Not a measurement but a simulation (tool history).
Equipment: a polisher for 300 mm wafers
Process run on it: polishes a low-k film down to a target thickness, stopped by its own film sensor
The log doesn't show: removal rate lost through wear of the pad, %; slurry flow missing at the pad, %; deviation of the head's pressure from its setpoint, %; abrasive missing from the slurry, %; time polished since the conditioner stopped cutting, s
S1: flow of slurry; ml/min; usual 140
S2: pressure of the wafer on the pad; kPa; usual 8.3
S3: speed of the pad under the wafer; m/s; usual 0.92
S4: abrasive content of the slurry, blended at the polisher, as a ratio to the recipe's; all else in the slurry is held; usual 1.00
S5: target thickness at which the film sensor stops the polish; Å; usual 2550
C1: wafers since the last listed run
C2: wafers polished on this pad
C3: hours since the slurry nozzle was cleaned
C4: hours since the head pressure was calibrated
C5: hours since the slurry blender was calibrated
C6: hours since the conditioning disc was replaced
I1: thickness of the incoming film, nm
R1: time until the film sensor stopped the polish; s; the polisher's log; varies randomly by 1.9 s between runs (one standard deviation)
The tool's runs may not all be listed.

run,hour,S1,S2,S3,S4,S5,C1,C2,C3,C4,C5,C6,I1,R1
1,0.0,140,8.3,0.92,0.85,2550,0,566,466.3,525.5,171.9,334.5,289.5,173.9
2,20.1,140,8.3,0.92,0.85,2550,172,738,486.4,545.6,192.0,354.6,286.5,159.0
3,36.2,175,8.3,0.92,1.00,2550,137,876,502.5,561.7,208.1,370.7,288.4,146.5
4,48.5,175,8.3,0.92,1.00,2550,105,982,514.8,574.0,220.4,383.0,289.5,153.8
# hour 69.4: worn pad replaced by a new one, of another model than before
5,71.3,175,8.3,0.92,1.00,2550,161,15,537.6,596.8,243.2,405.8,292.1,216.2
6,85.0,140,8.3,0.92,1.25,2470,117,133,551.3,610.5,256.9,419.5,287.8,274.2
7,116.3,140,8.3,0.92,1.25,2470,268,401,582.6,641.8,288.2,450.8,294.6,336.9
8,129.9,140,8.3,0.92,1.00,2550,116,518,596.2,655.4,301.8,464.4,291.1,270.5
# hour 147.0: conditioning disc replaced and pad reconditioned
9,157.2,140,8.3,0.92,1.00,2550,216,735,623.5,682.7,329.1,10.2,293.0,295.2
# hour 163.9: slurry blender recalibrated
10,184.1,140,8.3,0.92,1.00,2550,213,948,650.4,709.6,20.2,37.1,285.3,239.1
# hour 198.6: head pressure recalibrated
# hour 221.8: worn pad replaced by a new one
11,222.3,140,8.3,0.92,1.00,2550,275,4,688.6,23.7,58.4,75.3,289.5,274.8
12,245.4,140,8.3,0.92,0.80,2580,197,202,711.7,46.8,81.5,98.4,290.7,292.6
# hour 259.4: slurry nozzle cleaned
13,265.7,140,7.6,0.92,1.00,2550,165,367,6.3,67.1,101.8,118.7,293.6,166.9
14,278.9,140,8.3,1.12,1.00,2590,113,480,19.5,80.3,115.0,131.9,290.4,106.3
15,310.4,110,8.3,0.92,1.00,2550,269,750,51.0,111.8,146.5,163.4,294.1,190.1
16,349.0,140,8.3,0.92,0.85,2550,330,1081,89.6,150.4,185.1,202.0,287.4,152.5
17,362.9,180,8.3,0.92,1.10,2550,119,1200,103.5,164.3,199.0,215.9,289.5,135.4
18,381.6,170,8.3,0.92,1.00,2630,160,1361,122.2,183.0,217.7,234.6,289.2,108.0
# hour 389.5: worn pad replaced by a new one
19,394.0,140,8.3,0.92,0.80,2550,71,38,134.6,195.4,230.1,247.0,290.7,173.7
20,408.6,185,6.2,0.92,0.80,2550,125,163,149.2,210.0,244.7,261.6,291.7,187.6
21,441.0,110,8.3,0.92,0.70,2550,277,441,181.6,242.4,277.1,294.0,289.6,224.2
22,455.0,140,8.3,0.92,1.00,2550,119,561,195.6,256.4,291.1,308.0,289.4,162.7
23,470.6,140,8.3,1.04,1.00,2550,133,694,211.2,272.0,306.7,323.6,288.7,143.4
# hour 524.8: slurry blender recalibrated
24,529.7,140,6.9,0.92,1.00,2630,489,1184,270.3,331.1,4.9,382.7,287.2,131.9
# hour 540.6: conditioning disc replaced and pad reconditioned
25,555.9,140,8.3,0.92,1.10,2550,207,1391,296.5,357.3,31.1,15.3,289.4,168.1
# hour 560.7: worn pad replaced by a new one
26,581.5,140,8.3,0.92,1.00,2550,185,178,322.1,382.9,56.7,40.9,287.0,170.2

Alternative continuations, all from the tool just after run 26; predict every row:
A,582.0,140,8.3,0.92,1.00,2610,4,182,322.6,383.4,57.2,41.4,292.4,?
B,582.0,140,8.3,0.92,1.25,2550,4,182,322.6,383.4,57.2,41.4,292.4,?
C,582.0,140,8.3,0.92,0.70,2550,4,182,322.6,383.4,57.2,41.4,292.4,?

run,R1
A,164.4
B,180.7
C,224.9
What these runs would have given with no unlogged condition in the tool:
run,R1
A,127.0
B,139.6
C,173.6

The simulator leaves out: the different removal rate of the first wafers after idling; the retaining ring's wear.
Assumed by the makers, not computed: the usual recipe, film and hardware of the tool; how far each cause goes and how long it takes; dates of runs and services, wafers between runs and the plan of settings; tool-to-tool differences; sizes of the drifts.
